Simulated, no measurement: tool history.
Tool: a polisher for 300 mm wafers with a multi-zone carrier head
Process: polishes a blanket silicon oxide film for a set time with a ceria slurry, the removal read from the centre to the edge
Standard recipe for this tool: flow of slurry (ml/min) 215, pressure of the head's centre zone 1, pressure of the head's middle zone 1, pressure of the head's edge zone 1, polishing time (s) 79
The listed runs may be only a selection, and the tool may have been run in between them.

run    hour  flow of slurry (ml/min)  pressure of the head's centre zone  pressure of the head's middle zone  pressure of the head's edge zone  polishing time (s)  wafers since the last listed run  wafers polished on this pad  hours since the slurry nozzle was cleaned  hours since the centre zone pressure was calibrated  hours since the edge zone pressure was calibrated  hours since the carrier head's membrane was replaced  incoming thickness of the incoming film, nm  film removed at the wafer's centre (angstrom)  film removed at mid-radius (angstrom)  film removed at the wafer's edge (angstrom)
  1       0                      150                                 0.9                                   1                              1.06                  79                                 0                         6978                                      429.5                                                160.7                                              753.1                                                  22.8                                       1843.6                                           2638                                   2996                                         2938
  2    85.6                      215                                   1                                   1                                 1                  79                              1139                         8117                                      515.1                                                246.3                                              838.7                                                 108.4                                         1846                                           3037                                   3083                                         2916
  3   164.4                      215                                   1                                 1.1                                 1                  52                              1049                         9166                                      593.9                                                325.1                                              917.5                                                 187.2                                       1848.8                                           1950                                   2193                                         1919
  4     206                      215                                   1                                   1                                 1                  79                               553                         9720                                      635.5                                                366.7                                              959.1                                                 228.8                                       1857.6                                           2923                                   3025                                         2885
      244.3  -- worn pad replaced by a new one
  5   307.2                      215                                   1                                   1                                 1                  92                              1293                          837                                      736.7                                                467.9                                             1060.3                                                   330                                       1840.4                                           3384                                   3524                                         3408
      321.3  -- slurry nozzle cleaned
  6     413                      215                                   1                                   1                                 1                  79                              1395                         2232                                       91.7                                                573.7                                             1166.1                                                 435.8                                       1842.2                                           2897                                   3045                                         2931
  7   492.8                      215                                   1                                   1                                 1                  79                              1062                         3294                                      171.5                                                653.5                                             1245.9                                                 515.6                                       1873.3                                           2920                                   3012                                         2919
      529.7  -- edge zone pressure recalibrated
  8   530.2                      215                                0.92                                   1                                 1                  79                               471                         3766                                      208.9                                                690.9                                                0.5                                                   553                                       1865.7                                           2694                                   3040                                         2935
  9   621.3                      215                                   1                                   1                                 1                  79                              1212                         4978                                        300                                                  782                                               91.6                                                 644.1                                       1841.5                                           2891                                   3015                                         2883
 10   668.4                      215                                   1                                0.89                                 1                 104                               627                         5605                                      347.1                                                829.1                                              138.7                                                 691.2                                       1847.5                                           3723                                   3687                                         3793
      694.8  -- centre zone pressure recalibrated
 11   751.2                      270                                   1                                0.94                                 1                  79                              1075                         6681                                      429.9                                                 56.4                                              221.5                                                   774                                       1842.6                                           3024                                   2969                                         2884
 12   807.3                      215                                   1                                   1                                 1                  79                               746                         7428                                        486                                                112.5                                              277.6                                                 830.1                                       1833.2                                           2998                                   3094                                         2873
 13   892.8                      215                                0.97                                1.09                              0.92                  93                              1138                         8566                                      571.5                                                  198                                              363.1                                                 915.6                                       1875.5                                           3363                                   3897                                         3347
 14   954.8                      160                                   1                                0.95                              1.03                  79                               825                         9391                                      633.5                                                  260                                              425.1                                                 977.6                                       1829.3                                           2910                                   2894                                         2922
      971.3  -- worn pad replaced by a new one
 15     994                      215                                   1                                   1                                 1                  94                               468                          301                                      672.7                                                299.2                                              464.3                                                1016.8                                       1850.3                                           3572                                   3661                                         3439
     1038.3  -- carrier head's membrane replaced by a new one
     1060.1  -- slurry nozzle cleaned
 16  1099.7                      215                                   1                                   1                                 1                  94                              1327                         1628                                       39.6                                                404.9                                                570                                                  61.4                                       1854.3                                           3477                                   3611                                         3444
 17  1171.8                      215                                   1                                0.96                                 1                  79                               959                         2588                                      111.7                                                  477                                              642.1                                                 133.5                                         1869                                           2973                                   2946                                         2918
 18  1215.3                      250                                   1                                1.06                              1.11                  79                               579                         3167                                      155.2                                                520.5                                              685.6                                                   177                                       1831.7                                           2928                                   3163                                         3014
 19  1282.2                      285                                0.96                                   1                                 1                 103                               890                         4058                                      222.1                                                587.4                                              752.5                                                 243.9                                       1867.4                                           3737                                   4007                                         3780
 20  1345.2                      280                                0.94                                   1                                 1                  79                               838                         4897                                      285.1                                                650.4                                              815.5                                                 306.9                                       1860.3                                           2804                                   3192                                         2920

Run 21 comes next. What will it give?
 21  1549.4                      185                                   1                                   1                              0.93                  79                              2718                         7615                                      489.3                                                854.6                                             1019.7                                                 511.1                                       1837.4                                              ?                                      ?                                            ?

Run 21 yielded film removed at the wafer's centre (angstrom) 2831, film removed at mid-radius (angstrom) 3016, film removed at the wafer's edge (angstrom) 2824.
Take away the tool's hidden state, keep the run-to-run variation as it was, and the same run would have given film removed at the wafer's centre (angstrom) 3002, film removed at mid-radius (angstrom) 3015, film removed at the wafer's edge (angstrom) 2824.
